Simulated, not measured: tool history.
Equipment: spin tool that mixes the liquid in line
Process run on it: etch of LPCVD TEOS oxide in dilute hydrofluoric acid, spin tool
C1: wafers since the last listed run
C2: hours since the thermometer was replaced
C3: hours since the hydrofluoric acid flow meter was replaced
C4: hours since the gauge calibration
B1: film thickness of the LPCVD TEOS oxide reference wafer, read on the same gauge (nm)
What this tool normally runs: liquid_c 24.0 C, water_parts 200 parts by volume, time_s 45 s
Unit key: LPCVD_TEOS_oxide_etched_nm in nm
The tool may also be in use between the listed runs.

run 1 hour=0.0 | liquid_c=24.0 water_parts=200 time_s=45 | C1=0 C2=1496.2 C3=318.3 C4=438.1 | B1=40.027 | LPCVD_TEOS_oxide_etched_nm=5.185
run 2 hour=25.1 | liquid_c=24.0 water_parts=200 time_s=45 | C1=302 C2=1521.3 C3=343.4 C4=463.2 | B1=39.958 | LPCVD_TEOS_oxide_etched_nm=5.083
-- hour=53.7 gauge calibrated
run 3 hour=67.5 | liquid_c=24.0 water_parts=200 time_s=45 | C1=510 C2=1563.7 C3=385.8 C4=13.8 | B1=39.993 | LPCVD_TEOS_oxide_etched_nm=5.144
run 4 hour=100.5 | liquid_c=24.0 water_parts=200 time_s=45 | C1=397 C2=1596.7 C3=418.8 C4=46.8 | B1=40.011 | LPCVD_TEOS_oxide_etched_nm=5.146
run 5 hour=135.4 | liquid_c=24.0 water_parts=165 time_s=40 | C1=420 C2=1631.6 C3=453.7 C4=81.7 | B1=40.011 | LPCVD_TEOS_oxide_etched_nm=5.802
run 6 hour=163.2 | liquid_c=24.0 water_parts=165 time_s=40 | C1=334 C2=1659.4 C3=481.5 C4=109.5 | B1=40.049 | LPCVD_TEOS_oxide_etched_nm=5.822
run 7 hour=207.4 | liquid_c=24.0 water_parts=165 time_s=40 | C1=532 C2=1703.6 C3=525.7 C4=153.7 | B1=40.012 | LPCVD_TEOS_oxide_etched_nm=5.838
-- hour=247.9 hydrofluoric acid flow meter replaced
run 8 hour=262.6 | liquid_c=24.0 water_parts=200 time_s=45 | C1=653 C2=1758.8 C3=14.7 C4=208.9 | B1=40.031 | LPCVD_TEOS_oxide_etched_nm=5.163
-- hour=269.0 thermometer replaced
run 9 hour=291.6 | liquid_c=27.0 water_parts=160 time_s=45 | C1=337 C2=22.6 C3=43.7 C4=237.9 | B1=39.995 | LPCVD_TEOS_oxide_etched_nm=6.815
run 10 hour=320.6 | liquid_c=24.0 water_parts=200 time_s=45 | C1=349 C2=51.6 C3=72.7 C4=266.9 | B1=40.006 | LPCVD_TEOS_oxide_etched_nm=4.651
run 11 hour=346.6 | liquid_c=24.0 water_parts=200 time_s=45 | C1=313 C2=77.6 C3=98.7 C4=292.9 | B1=39.987 | LPCVD_TEOS_oxide_etched_nm=4.711
run 12 hour=409.0 | liquid_c=20.5 water_parts=135 time_s=45 | C1=751 C2=140.0 C3=161.1 C4=355.3 | B1=39.972 | LPCVD_TEOS_oxide_etched_nm=6.530
run 13 hour=474.2 | liquid_c=27.0 water_parts=200 time_s=45 | C1=785 C2=205.2 C3=226.3 C4=420.5 | B1=40.024 | LPCVD_TEOS_oxide_etched_nm=5.174
-- hour=482.1 gauge calibrated
run 14 hour=532.5 | liquid_c=20.5 water_parts=115 time_s=35 | C1=702 C2=263.5 C3=284.6 C4=50.4 | B1=39.976 | LPCVD_TEOS_oxide_etched_nm=6.074
run 15 hour=589.0 | liquid_c=27.5 water_parts=230 time_s=30 | C1=680 C2=320.0 C3=341.1 C4=106.9 | B1=40.010 | LPCVD_TEOS_oxide_etched_nm=2.993
run 16 hour=634.5 | liquid_c=24.0 water_parts=155 time_s=50 | C1=548 C2=365.5 C3=386.6 C4=152.4 | B1=40.006 | LPCVD_TEOS_oxide_etched_nm=7.103

Below are 5 alternative next runs, each starting from the tool's condition after run 16. Predict each:
run A hour=634.9 | liquid_c=24.0 water_parts=200 time_s=45 | C1=4 C2=365.9 C3=387.0 C4=152.8 | B1=? | LPCVD_TEOS_oxide_etched_nm=?
run B hour=634.9 | liquid_c=22.0 water_parts=230 time_s=20 | C1=4 C2=365.9 C3=387.0 C4=152.8 | B1=? | LPCVD_TEOS_oxide_etched_nm=?
run C hour=634.9 | liquid_c=22.0 water_parts=135 time_s=35 | C1=4 C2=365.9 C3=387.0 C4=152.8 | B1=? | LPCVD_TEOS_oxide_etched_nm=?
run D hour=634.9 | liquid_c=26.5 water_parts=145 time_s=30 | C1=4 C2=365.9 C3=387.0 C4=152.8 | B1=? | LPCVD_TEOS_oxide_etched_nm=?
run E hour=634.9 | liquid_c=26.0 water_parts=230 time_s=20 | C1=4 C2=365.9 C3=387.0 C4=152.8 | B1=? | LPCVD_TEOS_oxide_etched_nm=?

run=A B1=40.055 LPCVD_TEOS_oxide_etched_nm=4.754
run=B B1=40.055 LPCVD_TEOS_oxide_etched_nm=1.654
run=C B1=40.055 LPCVD_TEOS_oxide_etched_nm=5.458
run=D B1=40.055 LPCVD_TEOS_oxide_etched_nm=5.110
run=E B1=40.055 LPCVD_TEOS_oxide_etched_nm=1.910
Had the tool no hidden state, the same runs would have come out as:
run=A LPCVD_TEOS_oxide_etched_nm=4.640
run=B LPCVD_TEOS_oxide_etched_nm=1.614
run=C LPCVD_TEOS_oxide_etched_nm=5.318
run=D LPCVD_TEOS_oxide_etched_nm=4.986
run=E LPCVD_TEOS_oxide_etched_nm=1.866
